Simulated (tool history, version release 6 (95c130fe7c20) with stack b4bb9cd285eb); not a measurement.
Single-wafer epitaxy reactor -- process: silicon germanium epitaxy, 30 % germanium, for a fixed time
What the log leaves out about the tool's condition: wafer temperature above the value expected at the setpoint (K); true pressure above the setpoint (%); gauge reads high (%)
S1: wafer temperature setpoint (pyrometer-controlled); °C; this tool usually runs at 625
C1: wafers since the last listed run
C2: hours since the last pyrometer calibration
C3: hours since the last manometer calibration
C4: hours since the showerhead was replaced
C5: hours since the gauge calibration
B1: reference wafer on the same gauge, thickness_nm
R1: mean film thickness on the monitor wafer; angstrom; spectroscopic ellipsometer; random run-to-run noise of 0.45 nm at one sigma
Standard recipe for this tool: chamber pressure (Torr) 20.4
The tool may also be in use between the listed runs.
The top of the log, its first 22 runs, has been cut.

run 23 hour=1539.6 | S1=639 chamber_pressure_(Torr)=23.6 | C1=713 C2=2638.6 C3=712.8 C4=603.2 C5=2767.6 | B1=78.750 | R1=1238.63
-- hour=1592.3 gauge calibrated
run 24 hour=1643.9 | S1=639 chamber_pressure_(Torr)=16.7 | C1=985 C2=2742.9 C3=817.1 C4=707.5 C5=51.6 | B1=78.727 | R1=874.11
-- hour=1716.4 pyrometer calibrated
run 25 hour=1721.3 | S1=616 chamber_pressure_(Torr)=22.8 | C1=655 C2=4.9 C3=894.5 C4=784.9 C5=129.0 | B1=78.705 | R1=832.69
run 26 hour=1803.4 | S1=625 chamber_pressure_(Torr)=20.4 | C1=775 C2=87.0 C3=976.6 C4=867.0 C5=211.1 | B1=78.711 | R1=909.15
run 27 hour=1868.3 | S1=640 chamber_pressure_(Torr)=18.5 | C1=613 C2=151.9 C3=1041.5 C4=931.9 C5=276.0 | B1=78.572 | R1=1089.46
run 28 hour=1949.9 | S1=625 chamber_pressure_(Torr)=23.0 | C1=771 C2=233.5 C3=1123.1 C4=1013.5 C5=357.6 | B1=78.628 | R1=1002.42
-- hour=2028.4 capacitance manometer re-zeroed and calibrated
run 29 hour=2030.4 | S1=630 chamber_pressure_(Torr)=22.5 | C1=685 C2=314.0 C3=2.0 C4=1094.0 C5=438.1 | B1=78.723 | R1=1083.23
run 30 hour=2081.1 | S1=631 chamber_pressure_(Torr)=20.4 | C1=479 C2=364.7 C3=52.7 C4=1144.7 C5=488.8 | B1=78.689 | R1=1021.60
run 31 hour=2175.8 | S1=612 chamber_pressure_(Torr)=18.4 | C1=895 C2=459.4 C3=147.4 C4=1239.4 C5=583.5 | B1=78.714 | R1=626.05
run 32 hour=2384.0 | S1=613 chamber_pressure_(Torr)=20.4 | C1=1967 C2=667.6 C3=355.6 C4=1447.6 C5=791.7 | B1=78.747 | R1=709.17
run 33 hour=2473.5 | S1=615 chamber_pressure_(Torr)=16.4 | C1=845 C2=757.1 C3=445.1 C4=1537.1 C5=881.2 | B1=78.746 | R1=584.01

Predict each of these 4 candidate next runs independently; none follows another, all start after run 33:
run A hour=2473.9 | S1=625 chamber_pressure_(Torr)=21.7 | C1=3 C2=757.5 C3=445.5 C4=1537.5 C5=881.6 | B1=? | R1=?
run B hour=2473.9 | S1=620 chamber_pressure_(Torr)=24.1 | C1=3 C2=757.5 C3=445.5 C4=1537.5 C5=881.6 | B1=? | R1=?
run C hour=2473.9 | S1=633 chamber_pressure_(Torr)=24.5 | C1=3 C2=757.5 C3=445.5 C4=1537.5 C5=881.6 | B1=? | R1=?
run D hour=2473.9 | S1=616 chamber_pressure_(Torr)=18.2 | C1=3 C2=757.5 C3=445.5 C4=1537.5 C5=881.6 | B1=? | R1=?

run=A B1=78.766 R1=944.17
run=B B1=78.766 R1=930.85
run=C B1=78.766 R1=1216.32
run=D B1=78.766 R1=666.54
Without the tool's hidden state the same runs would have given:
run=A R1=945.94
run=B R1=932.62
run=C R1=1218.56
run=D R1=667.82
